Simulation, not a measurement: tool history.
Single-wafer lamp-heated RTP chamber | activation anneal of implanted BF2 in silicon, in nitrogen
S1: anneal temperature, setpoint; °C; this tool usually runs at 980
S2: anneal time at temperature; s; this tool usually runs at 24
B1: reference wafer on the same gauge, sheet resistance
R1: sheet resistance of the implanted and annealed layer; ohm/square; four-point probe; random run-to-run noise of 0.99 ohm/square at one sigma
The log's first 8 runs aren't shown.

run,day,S1,S2,B1,R1
9,8.558,972,24,537.11,656.31
10,9.812,972,24,537.08,656.35
11,11.008,980,20,536.88,656.29
12,13.962,953,14,536.94,673.87
# day 14.508: reflector plate cleaned
13,14.767,980,16,536.93,656.74
# day 15.383: pyrometer window cleaned and pyrometer calibrated
14,16.217,989,20,537.16,657.03
15,16.821,980,36,536.98,655.22
16,17.992,980,24,536.88,657.29
17,18.604,964,24,536.93,665.91
18,19.896,969,34,536.90,659.45
19,20.942,963,11,537.10,673.05
# day 21.600: gauge calibrated
20,22.262,952,18,536.95,678.65
21,23.662,990,24,536.88,654.44
22,25.129,980,24,536.98,657.59
23,26.446,997,38,536.96,646.44
24,27.629,1007,28,536.99,648.61

For run 25, what comes out?
25,28.879,980,24,?,?

{"run 25": {"B1": 537.02, "R1": 657.44}}
Had the tool carried no hidden state, the very same run would have given R1 660.85 ohm/square.

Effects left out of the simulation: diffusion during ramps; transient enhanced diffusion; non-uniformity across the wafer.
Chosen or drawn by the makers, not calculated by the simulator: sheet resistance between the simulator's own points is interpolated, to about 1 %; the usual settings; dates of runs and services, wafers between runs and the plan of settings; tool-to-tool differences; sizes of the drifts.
